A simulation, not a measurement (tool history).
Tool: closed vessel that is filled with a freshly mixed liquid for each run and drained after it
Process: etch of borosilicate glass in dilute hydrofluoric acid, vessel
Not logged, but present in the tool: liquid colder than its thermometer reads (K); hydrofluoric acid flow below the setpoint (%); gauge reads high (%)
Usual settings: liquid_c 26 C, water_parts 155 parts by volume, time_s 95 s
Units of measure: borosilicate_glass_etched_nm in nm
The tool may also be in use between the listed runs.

run	day	liquid_c	water_parts	time_s	wafers since the last listed run	hours since the thermometer was replaced	hours since the hydrofluoric acid flow meter was replaced	hours since the gauge calibration	read-back film thickness of the borosilicate glass reference wafer, read on the same gauge (nm)	borosilicate_glass_etched_nm
1	0	26	210	95	0	1473.4	453	148.8	90.01	9.58
2	2.679	26	210	95	5374	1537.7	517.3	213.1	90	9.69
3	5.35	26	105	70	5357	1601.8	581.4	277.2	90.03	16.15
4	8.721	26	105	70	6761	1682.7	662.3	358.1	89.97	15.87
5	10.462	26	155	95	3493	1724.5	704.1	399.9	89.98	13.66
6	14.525	26	155	95	8149	1822	801.6	497.4	90	13.61
7	16.308	26	155	95	3577	1864.8	844.4	540.2	89.99	13.75
8	18.058	26	155	95	3510	1906.8	886.4	582.2	90	13.69
# day 19.425: thermometer replaced
9	20.85	26	155	95	5516	34.2	953.4	649.2	90.03	13.6
# day 20.912: gauge calibrated
10	22.533	23.5	190	75	3376	74.6	993.8	38.9	90	7.62
# day 23.917: hydrofluoric acid flow meter replaced
11	25.05	26	105	70	4964	135	27.2	99.3	90.02	15.17

Expected results for the next run?
12	28.867	22	175	75	7656	226.6	118.8	190.9	?	?

Logged for run 12: read-back film thickness of the borosilicate glass reference wafer, read on the same gauge (nm) 89.99, borosilicate_glass_etched_nm 7.71 nm.
Minus the tool's unlogged condition, the same run would have read borosilicate_glass_etched_nm 8.36 nm.

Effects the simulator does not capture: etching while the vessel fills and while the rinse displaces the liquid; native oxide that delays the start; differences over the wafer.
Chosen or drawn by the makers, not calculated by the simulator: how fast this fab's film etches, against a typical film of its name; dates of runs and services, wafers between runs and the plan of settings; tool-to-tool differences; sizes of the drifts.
